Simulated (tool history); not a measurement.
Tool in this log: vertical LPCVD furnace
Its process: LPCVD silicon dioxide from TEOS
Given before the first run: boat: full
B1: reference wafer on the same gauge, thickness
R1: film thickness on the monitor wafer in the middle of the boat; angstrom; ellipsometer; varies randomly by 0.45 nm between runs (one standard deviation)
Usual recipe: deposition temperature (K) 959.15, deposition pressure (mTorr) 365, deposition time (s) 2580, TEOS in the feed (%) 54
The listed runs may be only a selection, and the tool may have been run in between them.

{"run": 1, "hour": 0.0, "deposition temperature (K)": 959.15, "deposition pressure (mTorr)": 365, "deposition time (s)": 2580, "TEOS in the feed (%)": 61, "B1": 195.03, "R1": 2402.2}
{"run": 2, "hour": 74.4, "deposition temperature (K)": 959.15, "deposition pressure (mTorr)": 365, "deposition time (s)": 2580, "TEOS in the feed (%)": 61, "B1": 194.9, "R1": 2414.8}
{"run": 3, "hour": 129.1, "deposition temperature (K)": 959.15, "deposition pressure (mTorr)": 365, "deposition time (s)": 2580, "TEOS in the feed (%)": 54, "B1": 194.89, "R1": 2274.4}
{"run": 4, "hour": 193.7, "deposition temperature (K)": 959.15, "deposition pressure (mTorr)": 365, "deposition time (s)": 2310, "TEOS in the feed (%)": 54, "B1": 195.02, "R1": 2042.8}
{"run": 5, "hour": 230.0, "deposition temperature (K)": 959.15, "deposition pressure (mTorr)": 425, "deposition time (s)": 2580, "TEOS in the feed (%)": 54, "B1": 194.86, "R1": 2454.1}
{"run": 6, "hour": 289.3, "deposition temperature (K)": 959.15, "deposition pressure (mTorr)": 425, "deposition time (s)": 2580, "TEOS in the feed (%)": 54, "B1": 195.01, "R1": 2456.9}
{"run": 7, "hour": 329.3, "deposition temperature (K)": 959.15, "deposition pressure (mTorr)": 425, "deposition time (s)": 2580, "TEOS in the feed (%)": 54, "B1": 195.01, "R1": 2447.4}
{"run": 8, "hour": 405.5, "deposition temperature (K)": 959.15, "deposition pressure (mTorr)": 335, "deposition time (s)": 2580, "TEOS in the feed (%)": 54, "B1": 194.92, "R1": 2177.6}
{"run": 9, "hour": 465.0, "deposition temperature (K)": 959.15, "deposition pressure (mTorr)": 335, "deposition time (s)": 2580, "TEOS in the feed (%)": 54, "B1": 195.18, "R1": 2182.4}
{"run": 10, "hour": 540.8, "deposition temperature (K)": 959.15, "deposition pressure (mTorr)": 455, "deposition time (s)": 2250, "TEOS in the feed (%)": 54, "B1": 195.06, "R1": 2224.7}
{"run": 11, "hour": 607.1, "deposition temperature (K)": 959.15, "deposition pressure (mTorr)": 365, "deposition time (s)": 2580, "TEOS in the feed (%)": 54, "B1": 195.18, "R1": 2285.9}
{"run": 12, "hour": 650.3, "deposition temperature (K)": 954.15, "deposition pressure (mTorr)": 390, "deposition time (s)": 1950, "TEOS in the feed (%)": 44, "B1": 194.93, "R1": 1430.4}
{"run": 13, "hour": 734.4, "deposition temperature (K)": 959.15, "deposition pressure (mTorr)": 410, "deposition time (s)": 2580, "TEOS in the feed (%)": 54, "B1": 194.96, "R1": 2345.5}
{"run": 14, "hour": 814.6, "deposition temperature (K)": 968.15, "deposition pressure (mTorr)": 365, "deposition time (s)": 2580, "TEOS in the feed (%)": 46, "B1": 195.18, "R1": 2529}
{"run": 15, "hour": 863.5, "deposition temperature (K)": 959.15, "deposition pressure (mTorr)": 365, "deposition time (s)": 3570, "TEOS in the feed (%)": 44, "B1": 194.93, "R1": 2761.5}
{"run": 16, "hour": 922.1, "deposition temperature (K)": 953.15, "deposition pressure (mTorr)": 365, "deposition time (s)": 3210, "TEOS in the feed (%)": 54, "B1": 195.02, "R1": 2387.9}
{"run": 17, "hour": 967.4, "deposition temperature (K)": 959.15, "deposition pressure (mTorr)": 365, "deposition time (s)": 2580, "TEOS in the feed (%)": 63, "B1": 194.92, "R1": 2391.3}
{"run": 18, "hour": 1029.9, "deposition temperature (K)": 959.15, "deposition pressure (mTorr)": 365, "deposition time (s)": 2580, "TEOS in the feed (%)": 58, "B1": 195.1, "R1": 2303.4}
{"run": 19, "hour": 1094.3, "deposition temperature (K)": 959.15, "deposition pressure (mTorr)": 335, "deposition time (s)": 2580, "TEOS in the feed (%)": 54, "B1": 194.96, "R1": 2118.5}
{"run": 20, "hour": 1193.9, "deposition temperature (K)": 959.15, "deposition pressure (mTorr)": 305, "deposition time (s)": 2580, "TEOS in the feed (%)": 62, "B1": 195, "R1": 2166.5}
{"run": 21, "hour": 1280.4, "deposition temperature (K)": 970.15, "deposition pressure (mTorr)": 290, "deposition time (s)": 2910, "TEOS in the feed (%)": 64, "B1": 195.06, "R1": 3140.6}
{"run": 22, "hour": 1334.1, "deposition temperature (K)": 959.15, "deposition pressure (mTorr)": 365, "deposition time (s)": 2880, "TEOS in the feed (%)": 54, "B1": 195.06, "R1": 2469.2}
{"run": 23, "hour": 1397.4, "deposition temperature (K)": 959.15, "deposition pressure (mTorr)": 365, "deposition time (s)": 2580, "TEOS in the feed (%)": 54, "B1": 194.95, "R1": 2219}
{"run": 24, "hour": 1457.0, "deposition temperature (K)": 959.15, "deposition pressure (mTorr)": 365, "deposition time (s)": 2580, "TEOS in the feed (%)": 54, "B1": 194.98, "R1": 2222.9}
{"run": 25, "hour": 1557.9, "deposition temperature (K)": 948.15, "deposition pressure (mTorr)": 395, "deposition time (s)": 1620, "TEOS in the feed (%)": 62, "B1": 195.04, "R1": 1184.8}
{"run": 26, "hour": 1603.9, "deposition temperature (K)": 971.15, "deposition pressure (mTorr)": 280, "deposition time (s)": 3480, "TEOS in the feed (%)": 50, "B1": 194.99, "R1": 3349.2}
{"run": 27, "hour": 1845.8, "deposition temperature (K)": 949.15, "deposition pressure (mTorr)": 290, "deposition time (s)": 2580, "TEOS in the feed (%)": 54, "B1": 194.87, "R1": 1553}
{"run": 28, "hour": 1922.1, "deposition temperature (K)": 959.15, "deposition pressure (mTorr)": 335, "deposition time (s)": 2580, "TEOS in the feed (%)": 49, "B1": 195.02, "R1": 2016.8}
{"run": 29, "hour": 1982.6, "deposition temperature (K)": 959.15, "deposition pressure (mTorr)": 440, "deposition time (s)": 2580, "TEOS in the feed (%)": 54, "B1": 195.04, "R1": 2439.3}
{"run": 30, "hour": 2023.0, "deposition temperature (K)": 970.15, "deposition pressure (mTorr)": 290, "deposition time (s)": 2580, "TEOS in the feed (%)": 54, "B1": 194.93, "R1": 2564.5}
{"run": 31, "hour": 2085.5, "deposition temperature (K)": 970.15, "deposition pressure (mTorr)": 365, "deposition time (s)": 3000, "TEOS in the feed (%)": 54, "B1": 195.03, "R1": 3333.6}
{"run": 32, "hour": 2147.8, "deposition temperature (K)": 959.15, "deposition pressure (mTorr)": 365, "deposition time (s)": 2580, "TEOS in the feed (%)": 54, "B1": 194.93, "R1": 2213.3}

Missing from the log above: 4 entries noted between runs. For each, name the pair of listed runs it sits between and say how the tool's hidden condition differs from the listed run just before to the listed run just after:
From run 1 to run 2: pressure gauge zeroed (hour 36.7)
  true tube temperature minus thermocouple reading, K: 1.05 -> 1.08
  measured result minus the result with no hidden state, R1: +59.4 -> +61.8 angstrom
From run 12 to run 13: gauge calibrated (hour 663.2); thermocouples replaced and temperature profile calibrated (hour 730.2)
  true tube temperature minus thermocouple reading, K: 1.39 -> 0.0244
  measured result minus the result with no hidden state, R1: +47.1 -> +1.3 angstrom
From run 22 to run 23: TEOS flow controller replaced (hour 1373.8)
  true tube temperature minus thermocouple reading, K: 0.0473 -> 0.0524
  measured result minus the result with no hidden state, R1: +2.8 -> +2.8 angstrom

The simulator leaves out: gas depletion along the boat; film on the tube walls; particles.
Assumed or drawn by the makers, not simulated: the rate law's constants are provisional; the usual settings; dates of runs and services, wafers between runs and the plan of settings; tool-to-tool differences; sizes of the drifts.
